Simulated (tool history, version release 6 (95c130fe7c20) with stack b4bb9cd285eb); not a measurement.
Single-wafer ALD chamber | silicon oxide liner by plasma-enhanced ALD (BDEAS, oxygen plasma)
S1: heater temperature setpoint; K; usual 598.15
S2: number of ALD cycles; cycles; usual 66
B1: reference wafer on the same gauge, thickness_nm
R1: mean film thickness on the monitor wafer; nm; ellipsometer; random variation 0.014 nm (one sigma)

run 1 hour=0.0 | S1=598.15 S2=61 | B1=4.931 | R1=5.022
run 2 hour=28.8 | S1=598.15 S2=61 | B1=4.931 | R1=5.006
run 3 hour=63.6 | S1=598.15 S2=66 | B1=4.930 | R1=5.425
run 4 hour=85.3 | S1=598.15 S2=66 | B1=4.929 | R1=5.390
run 5 hour=107.3 | S1=598.15 S2=66 | B1=4.932 | R1=5.405
run 6 hour=123.0 | S1=594.15 S2=66 | B1=4.928 | R1=5.418
run 7 hour=155.9 | S1=594.15 S2=66 | B1=4.929 | R1=5.437
run 8 hour=177.4 | S1=598.15 S2=66 | B1=4.927 | R1=5.392
run 9 hour=201.8 | S1=598.15 S2=66 | B1=4.930 | R1=5.443
run 10 hour=286.4 | S1=598.15 S2=66 | B1=4.935 | R1=5.405
run 11 hour=316.2 | S1=598.15 S2=66 | B1=4.929 | R1=5.398
run 12 hour=332.8 | S1=598.15 S2=66 | B1=4.932 | R1=5.400
run 13 hour=346.6 | S1=586.15 S2=72 | B1=4.927 | R1=5.990
run 14 hour=373.5 | S1=592.15 S2=66 | B1=4.932 | R1=5.439
run 15 hour=406.7 | S1=585.15 S2=62 | B1=4.928 | R1=5.163
run 16 hour=432.6 | S1=598.15 S2=66 | B1=4.928 | R1=5.392
run 17 hour=463.7 | S1=606.15 S2=66 | B1=4.928 | R1=5.333
run 18 hour=486.5 | S1=591.15 S2=70 | B1=4.929 | R1=5.779
run 19 hour=519.1 | S1=605.15 S2=62 | B1=4.932 | R1=5.029
run 20 hour=536.6 | S1=606.15 S2=54 | B1=4.930 | R1=4.368
run 21 hour=549.3 | S1=598.15 S2=71 | B1=4.929 | R1=5.834
run 22 hour=573.5 | S1=598.15 S2=61 | B1=4.930 | R1=4.996
run 23 hour=588.4 | S1=586.15 S2=71 | B1=4.930 | R1=5.906

Taken out of this log: 2 entries between the listed runs. Where each belongs, and how the hidden state differs across it:
Between runs 10 and 11: gauge calibrated (hour 311.4)
  no hidden state differs between the two runs
Between runs 16 and 17: thermocouple changed; heater temperature recalibrated (hour 443.8)
  no hidden state differs between the two runs
